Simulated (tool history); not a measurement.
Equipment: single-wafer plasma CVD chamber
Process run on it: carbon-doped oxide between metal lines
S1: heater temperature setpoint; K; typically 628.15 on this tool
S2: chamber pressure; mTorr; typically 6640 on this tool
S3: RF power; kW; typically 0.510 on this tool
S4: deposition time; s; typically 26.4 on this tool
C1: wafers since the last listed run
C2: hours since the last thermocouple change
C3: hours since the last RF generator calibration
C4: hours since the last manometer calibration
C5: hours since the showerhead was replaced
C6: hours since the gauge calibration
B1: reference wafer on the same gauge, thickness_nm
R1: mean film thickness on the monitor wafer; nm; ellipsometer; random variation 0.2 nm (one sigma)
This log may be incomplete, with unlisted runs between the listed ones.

{"run": 1, "hour": 0.0, "S1": 628.15, "S2": 6640, "S3": 0.51, "S4": 26.4, "C1": 0, "C2": 1515.8, "C3": 1191.8, "C4": 1466.3, "C5": 7375.8, "C6": 170.1, "B1": 135.003, "R1": 127.94}
{"run": 2, "hour": 19.5, "S1": 628.15, "S2": 6640, "S3": 0.51, "S4": 26.4, "C1": 632, "C2": 1535.3, "C3": 1211.3, "C4": 1485.8, "C5": 7395.3, "C6": 189.6, "B1": 134.976, "R1": 128.329}
{"run": 3, "hour": 48.9, "S1": 628.15, "S2": 6640, "S3": 0.51, "S4": 26.4, "C1": 952, "C2": 1564.7, "C3": 1240.7, "C4": 1515.2, "C5": 7424.7, "C6": 219.0, "B1": 134.94, "R1": 127.531}
{"run": 4, "hour": 82.5, "S1": 628.15, "S2": 6640, "S3": 0.51, "S4": 26.4, "C1": 1088, "C2": 1598.3, "C3": 1274.3, "C4": 1548.8, "C5": 7458.3, "C6": 252.6, "B1": 134.905, "R1": 127.621}
{"run": 5, "hour": 105.6, "S1": 637.15, "S2": 6640, "S3": 0.51, "S4": 26.4, "C1": 748, "C2": 1621.4, "C3": 1297.4, "C4": 1571.9, "C5": 7481.4, "C6": 275.7, "B1": 134.988, "R1": 124.19}
{"run": 6, "hour": 136.8, "S1": 628.15, "S2": 6640, "S3": 0.51, "S4": 26.4, "C1": 1011, "C2": 1652.6, "C3": 1328.6, "C4": 1603.1, "C5": 7512.6, "C6": 306.9, "B1": 135.051, "R1": 127.08}
{"run": 7, "hour": 150.8, "S1": 628.15, "S2": 6640, "S3": 0.51, "S4": 26.4, "C1": 453, "C2": 1666.6, "C3": 1342.6, "C4": 1617.1, "C5": 7526.6, "C6": 320.9, "B1": 135.023, "R1": 126.609}
{"hour": 169.7, "done": "capacitance manometer re-zeroed and calibrated"}
{"hour": 174.6, "done": "showerhead replaced"}
{"run": 8, "hour": 178.4, "S1": 628.15, "S2": 6640, "S3": 0.51, "S4": 26.4, "C1": 475, "C2": 1694.2, "C3": 1370.2, "C4": 8.7, "C5": 3.8, "C6": 348.5, "B1": 135.019, "R1": 126.819}
{"run": 9, "hour": 192.8, "S1": 628.15, "S2": 6640, "S3": 0.51, "S4": 26.4, "C1": 466, "C2": 1708.6, "C3": 1384.6, "C4": 23.1, "C5": 18.2, "C6": 362.9, "B1": 134.981, "R1": 126.116}
{"hour": 204.2, "done": "RF generator calibrated"}
{"run": 10, "hour": 208.1, "S1": 635.15, "S2": 7170, "S3": 0.51, "S4": 26.4, "C1": 236, "C2": 1723.9, "C3": 3.9, "C4": 38.4, "C5": 33.5, "C6": 378.2, "B1": 134.973, "R1": 130.28}
{"hour": 229.6, "done": "gauge calibrated"}
{"run": 11, "hour": 233.3, "S1": 628.15, "S2": 6640, "S3": 0.51, "S4": 26.4, "C1": 816, "C2": 1749.1, "C3": 29.1, "C4": 63.6, "C5": 58.7, "C6": 3.7, "B1": 135.021, "R1": 132.472}
{"run": 12, "hour": 249.2, "S1": 628.15, "S2": 6640, "S3": 0.51, "S4": 26.4, "C1": 515, "C2": 1765.0, "C3": 45.0, "C4": 79.5, "C5": 74.6, "C6": 19.6, "B1": 135.038, "R1": 132.642}
{"hour": 265.6, "done": "thermocouple changed; heater temperature recalibrated"}
{"run": 13, "hour": 271.5, "S1": 628.15, "S2": 6640, "S3": 0.59, "S4": 26.4, "C1": 463, "C2": 5.9, "C3": 67.3, "C4": 101.8, "C5": 96.9, "C6": 41.9, "B1": 135.048, "R1": 146.947}
{"run": 14, "hour": 284.9, "S1": 618.15, "S2": 5440, "S3": 0.465, "S4": 21.1, "C1": 434, "C2": 19.3, "C3": 80.7, "C4": 115.2, "C5": 110.3, "C6": 55.3, "B1": 134.928, "R1": 100.215}
{"run": 15, "hour": 309.3, "S1": 619.15, "S2": 6140, "S3": 0.595, "S4": 29.1, "C1": 790, "C2": 43.7, "C3": 105.1, "C4": 139.6, "C5": 134.7, "C6": 79.7, "B1": 135.001, "R1": 166.053}
{"run": 16, "hour": 386.7, "S1": 628.15, "S2": 6640, "S3": 0.465, "S4": 26.4, "C1": 2508, "C2": 121.1, "C3": 182.5, "C4": 217.0, "C5": 212.1, "C6": 157.1, "B1": 135.0, "R1": 123.442}
{"run": 17, "hour": 410.8, "S1": 618.15, "S2": 6640, "S3": 0.61, "S4": 26.4, "C1": 781, "C2": 145.2, "C3": 206.6, "C4": 241.1, "C5": 236.2, "C6": 181.2, "B1": 135.038, "R1": 154.987}
{"run": 18, "hour": 445.3, "S1": 628.15, "S2": 6640, "S3": 0.51, "S4": 26.4, "C1": 1118, "C2": 179.7, "C3": 241.1, "C4": 275.6, "C5": 270.7, "C6": 215.7, "B1": 134.977, "R1": 132.188}
{"run": 19, "hour": 466.4, "S1": 628.15, "S2": 6640, "S3": 0.51, "S4": 26.4, "C1": 683, "C2": 200.8, "C3": 262.2, "C4": 296.7, "C5": 291.8, "C6": 236.8, "B1": 135.028, "R1": 132.425}

Consider 3 possible next runs. They are alternatives, not a sequence: every one starts from the tool as it was left by run 19. What does each give?
{"run": "A", "hour": 466.8, "S1": 628.15, "S2": 6640, "S3": 0.51, "S4": 26.4, "C1": 12, "C2": 201.2, "C3": 262.6, "C4": 297.1, "C5": 292.2, "C6": 237.2, "B1": "?", "R1": "?"}
{"run": "B", "hour": 466.8, "S1": 619.15, "S2": 6640, "S3": 0.51, "S4": 30.5, "C1": 12, "C2": 201.2, "C3": 262.6, "C4": 297.1, "C5": 292.2, "C6": 237.2, "B1": "?", "R1": "?"}
{"run": "C", "hour": 466.8, "S1": 628.15, "S2": 7360, "S3": 0.56, "S4": 22.5, "C1": 12, "C2": 201.2, "C3": 262.6, "C4": 297.1, "C5": 292.2, "C6": 237.2, "B1": "?", "R1": "?"}

run=A B1=134.987 R1=132.146
run=B B1=134.987 R1=156.643
run=C B1=134.987 R1=121.531
Take away the tool's hidden state, keep each run's random variation, and the runs would have read:
run=A R1=133.222
run=B R1=157.919
run=C R1=122.494

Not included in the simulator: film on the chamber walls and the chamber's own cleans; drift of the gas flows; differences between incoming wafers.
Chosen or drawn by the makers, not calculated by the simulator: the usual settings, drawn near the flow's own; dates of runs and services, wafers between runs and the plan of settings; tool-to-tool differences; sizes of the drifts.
